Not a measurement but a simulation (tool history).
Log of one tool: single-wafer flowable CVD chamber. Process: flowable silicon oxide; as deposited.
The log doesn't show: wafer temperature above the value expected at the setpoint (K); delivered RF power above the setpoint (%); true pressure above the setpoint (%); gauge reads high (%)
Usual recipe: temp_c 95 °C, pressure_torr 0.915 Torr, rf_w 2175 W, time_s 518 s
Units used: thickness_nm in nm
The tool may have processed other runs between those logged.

run,hour,temp_c,pressure_torr,rf_w,time_s,wafers since the last listed run,hours since the last thermocouple change,hours since the last RF generator calibration,hours since the last manometer calibration,hours since the showerhead was replaced,hours since the gauge calibration,"read-back reference wafer on the same gauge, thickness_nm",thickness_nm
1,0.0,95,0.915,2175,518,0,2195.2,1920.1,1044.1,4793.4,225.6,363.446,430.638
2,27.9,83,0.915,2175,518,140,2223.1,1948.0,1072.0,4821.3,253.5,362.809,632.729
3,71.6,83,0.915,2175,518,219,2266.8,1991.7,1115.7,4865.0,297.2,362.979,633.610
4,104.0,103,0.915,2175,518,162,2299.2,2024.1,1148.1,4897.4,329.6,362.996,332.269
5,174.1,103,0.915,2175,518,352,2369.3,2094.2,1218.2,4967.5,399.7,363.447,336.397
6,221.4,95,0.781,2175,518,237,2416.6,2141.5,1265.5,5014.8,447.0,363.067,367.772
7,256.1,95,0.802,2175,518,174,2451.3,2176.2,1300.2,5049.5,481.7,363.682,379.022
8,310.4,95,0.915,2175,518,272,2505.6,2230.5,1354.5,5103.8,536.0,363.166,435.406
9,335.1,95,0.915,2175,518,124,2530.3,2255.2,1379.2,5128.5,560.7,362.921,433.520
10,363.2,95,0.915,2175,518,141,2558.4,2283.3,1407.3,5156.6,588.8,362.679,435.700
11,420.4,105,1.069,2175,566,287,2615.6,2340.5,1464.5,5213.8,646.0,363.499,402.775
12,459.3,83,0.915,2175,612,195,2654.5,2379.4,1503.4,5252.7,684.9,362.823,746.734
# hour 478.8: thermocouple changed; heater temperature recalibrated
13,506.2,95,0.915,2175,564,195,27.4,2426.3,1550.3,5299.6,731.8,363.092,475.481
# hour 607.2: capacitance manometer re-zeroed and calibrated
# hour 622.2: showerhead replaced
14,639.8,95,0.915,2175,518,590,161.0,2559.9,32.6,17.6,865.4,362.586,433.900
# hour 664.0: RF generator calibrated
# hour 684.2: gauge calibrated
15,704.5,95,0.915,2175,518,284,225.7,40.5,97.3,82.3,20.3,363.091,436.031
16,767.2,109,0.915,1755,518,314,288.4,103.2,160.0,145.0,83.0,363.048,267.977
17,813.4,109,0.915,1755,518,232,334.6,149.4,206.2,191.2,129.2,363.265,265.740
18,881.4,84,1.106,1915,417,341,402.6,217.4,274.2,259.2,197.2,363.047,589.410
19,910.9,91,0.915,2175,518,148,432.1,246.9,303.7,288.7,226.7,362.765,499.472
20,981.0,95,0.842,2175,518,352,502.2,317.0,373.8,358.8,296.8,362.654,397.366

Below are 4 alternative next runs, each starting from the tool's condition after run 20. Predict each:
A,981.5,95,1.106,2175,518,2,502.7,317.5,374.3,359.3,297.3,?,?
B,981.5,95,0.915,2175,480,2,502.7,317.5,374.3,359.3,297.3,?,?
C,981.5,95,0.822,2175,518,2,502.7,317.5,374.3,359.3,297.3,?,?
D,981.5,88,0.825,2390,596,2,502.7,317.5,374.3,359.3,297.3,?,?

run,"read-back reference wafer on the same gauge, thickness_nm",thickness_nm
A,362.787,528.348
B,362.787,405.046
C,362.787,391.948
D,362.787,572.790
Stripped of hidden state, with their random variation kept, the same runs would have yielded:
run,thickness_nm
A,528.348
B,405.046
C,391.948
D,572.790

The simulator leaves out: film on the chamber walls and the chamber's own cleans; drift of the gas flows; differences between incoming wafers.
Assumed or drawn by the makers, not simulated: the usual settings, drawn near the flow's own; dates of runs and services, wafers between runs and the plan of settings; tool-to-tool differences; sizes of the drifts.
